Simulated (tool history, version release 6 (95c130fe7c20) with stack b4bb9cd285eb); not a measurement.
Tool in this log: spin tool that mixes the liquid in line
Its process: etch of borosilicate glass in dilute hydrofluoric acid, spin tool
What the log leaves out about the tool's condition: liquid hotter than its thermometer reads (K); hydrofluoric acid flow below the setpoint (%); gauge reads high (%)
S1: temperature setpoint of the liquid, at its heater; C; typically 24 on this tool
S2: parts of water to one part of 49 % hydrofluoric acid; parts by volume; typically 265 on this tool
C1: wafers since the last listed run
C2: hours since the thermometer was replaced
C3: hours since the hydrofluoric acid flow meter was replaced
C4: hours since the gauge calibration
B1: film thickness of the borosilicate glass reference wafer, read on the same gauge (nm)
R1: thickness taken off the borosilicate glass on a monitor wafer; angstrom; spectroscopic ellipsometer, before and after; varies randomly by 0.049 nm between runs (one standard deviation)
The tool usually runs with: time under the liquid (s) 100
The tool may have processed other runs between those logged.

run 1 hour=0 | S1=24 S2=265 time_under_the_liquid_(s)=100 | C1=0 C2=698.7 C3=1559.7 C4=243.1 | B1=149.99 | R1=88.6
run 2 hour=11 | S1=24 S2=265 time_under_the_liquid_(s)=100 | C1=125 C2=709.7 C3=1570.7 C4=254.1 | B1=149.98 | R1=87.8
run 3 hour=26.8 | S1=24 S2=265 time_under_the_liquid_(s)=100 | C1=180 C2=725.5 C3=1586.5 C4=269.9 | B1=150.02 | R1=89
run 4 hour=38.9 | S1=24 S2=265 time_under_the_liquid_(s)=100 | C1=138 C2=737.6 C3=1598.6 C4=282 | B1=150.04 | R1=88.4
run 5 hour=53.4 | S1=24 S2=265 time_under_the_liquid_(s)=100 | C1=165 C2=752.1 C3=1613.1 C4=296.5 | B1=150.03 | R1=88.3
run 6 hour=59.8 | S1=24 S2=265 time_under_the_liquid_(s)=100 | C1=73 C2=758.5 C3=1619.5 C4=302.9 | B1=150.03 | R1=88.7
run 7 hour=74.2 | S1=24 S2=265 time_under_the_liquid_(s)=100 | C1=164 C2=772.9 C3=1633.9 C4=317.3 | B1=150.01 | R1=87.9
run 8 hour=88.6 | S1=24 S2=265 time_under_the_liquid_(s)=100 | C1=164 C2=787.3 C3=1648.3 C4=331.7 | B1=150 | R1=89.8
run 9 hour=105.7 | S1=24 S2=265 time_under_the_liquid_(s)=65 | C1=195 C2=804.4 C3=1665.4 C4=348.8 | B1=150 | R1=58.1
run 10 hour=115 | S1=20 S2=265 time_under_the_liquid_(s)=100 | C1=106 C2=813.7 C3=1674.7 C4=358.1 | B1=150.01 | R1=77.2
-- hour=120.2 hydrofluoric acid flow meter replaced
run 11 hour=124.3 | S1=20 S2=265 time_under_the_liquid_(s)=100 | C1=94 C2=823 C3=4.1 C4=367.4 | B1=150.01 | R1=77.1
run 12 hour=141.1 | S1=20 S2=265 time_under_the_liquid_(s)=100 | C1=192 C2=839.8 C3=20.9 C4=384.2 | B1=150.02 | R1=76.8
run 13 hour=155.1 | S1=24 S2=200 time_under_the_liquid_(s)=100 | C1=160 C2=853.8 C3=34.9 C4=398.2 | B1=150.01 | R1=126.8
run 14 hour=163.3 | S1=24 S2=200 time_under_the_liquid_(s)=100 | C1=93 C2=862 C3=43.1 C4=406.4 | B1=149.97 | R1=125.5
run 15 hour=174 | S1=24 S2=265 time_under_the_liquid_(s)=100 | C1=122 C2=872.7 C3=53.8 C4=417.1 | B1=150.01 | R1=88.5
run 16 hour=184.8 | S1=22.5 S2=140 time_under_the_liquid_(s)=100 | C1=123 C2=883.5 C3=64.6 C4=427.9 | B1=149.99 | R1=184.3
-- hour=191.4 gauge calibrated
-- hour=205.3 thermometer replaced
run 17 hour=216.1 | S1=24 S2=265 time_under_the_liquid_(s)=100 | C1=346 C2=10.8 C3=95.9 C4=24.7 | B1=149.94 | R1=94.6
run 18 hour=225.2 | S1=28 S2=175 time_under_the_liquid_(s)=150 | C1=104 C2=19.9 C3=105 C4=33.8 | B1=149.95 | R1=275.2
run 19 hour=233.6 | S1=22.5 S2=140 time_under_the_liquid_(s)=100 | C1=96 C2=28.3 C3=113.4 C4=42.2 | B1=149.99 | R1=195.8
-- hour=250.6 thermometer replaced, repeated, since the last time left the tool worse
run 20 hour=251.1 | S1=24 S2=155 time_under_the_liquid_(s)=75 | C1=188 C2=0.5 C3=130.9 C4=59.7 | B1=150.01 | R1=123.4
run 21 hour=260.4 | S1=21.5 S2=150 time_under_the_liquid_(s)=100 | C1=106 C2=9.8 C3=140.2 C4=69 | B1=149.97 | R1=154.7
run 22 hour=272.3 | S1=19 S2=380 time_under_the_liquid_(s)=100 | C1=136 C2=21.7 C3=152.1 C4=80.9 | B1=150.01 | R1=45
run 23 hour=289.8 | S1=20.5 S2=305 time_under_the_liquid_(s)=100 | C1=200 C2=39.2 C3=169.6 C4=98.4 | B1=150.01 | R1=63.5
run 24 hour=298.1 | S1=21 S2=190 time_under_the_liquid_(s)=45 | C1=94 C2=47.5 C3=177.9 C4=106.7 | B1=150 | R1=51.4
run 25 hour=310.4 | S1=20.5 S2=210 time_under_the_liquid_(s)=100 | C1=140 C2=59.8 C3=190.2 C4=119 | B1=150.02 | R1=101.1
run 26 hour=326 | S1=24 S2=345 time_under_the_liquid_(s)=100 | C1=178 C2=75.4 C3=205.8 C4=134.6 | B1=149.99 | R1=61.4
run 27 hour=337.3 | S1=25.5 S2=215 time_under_the_liquid_(s)=80 | C1=129 C2=86.7 C3=217.1 C4=145.9 | B1=149.99 | R1=94.2
run 28 hour=349.6 | S1=19 S2=145 time_under_the_liquid_(s)=155 | C1=140 C2=99 C3=229.4 C4=158.2 | B1=149.99 | R1=229.2
run 29 hour=357.3 | S1=25.5 S2=140 time_under_the_liquid_(s)=160 | C1=88 C2=106.7 C3=237.1 C4=165.9 | B1=150 | R1=314.7

Each row is a separate what-if for the run after 29, all from the same tool condition, not one after another. Results?
run A hour=357.7 | S1=24 S2=265 time_under_the_liquid_(s)=100 | C1=4 C2=107.1 C3=237.5 C4=166.3 | B1=? | R1=?
run B hour=357.7 | S1=24 S2=160 time_under_the_liquid_(s)=100 | C1=4 C2=107.1 C3=237.5 C4=166.3 | B1=? | R1=?
run C hour=357.7 | S1=26 S2=160 time_under_the_liquid_(s)=155 | C1=4 C2=107.1 C3=237.5 C4=166.3 | B1=? | R1=?
run D hour=357.7 | S1=21.5 S2=330 time_under_the_liquid_(s)=75 | C1=4 C2=107.1 C3=237.5 C4=166.3 | B1=? | R1=?

run=A B1=150 R1=85.5
run=B B1=150 R1=158.5
run=C B1=150 R1=264.8
run=D B1=150 R1=44.3
Stripped of hidden state, with their random variation kept, the same runs would have yielded:
run=A R1=84.1
run=B R1=155.8
run=C R1=260.3
run=D R1=43.6
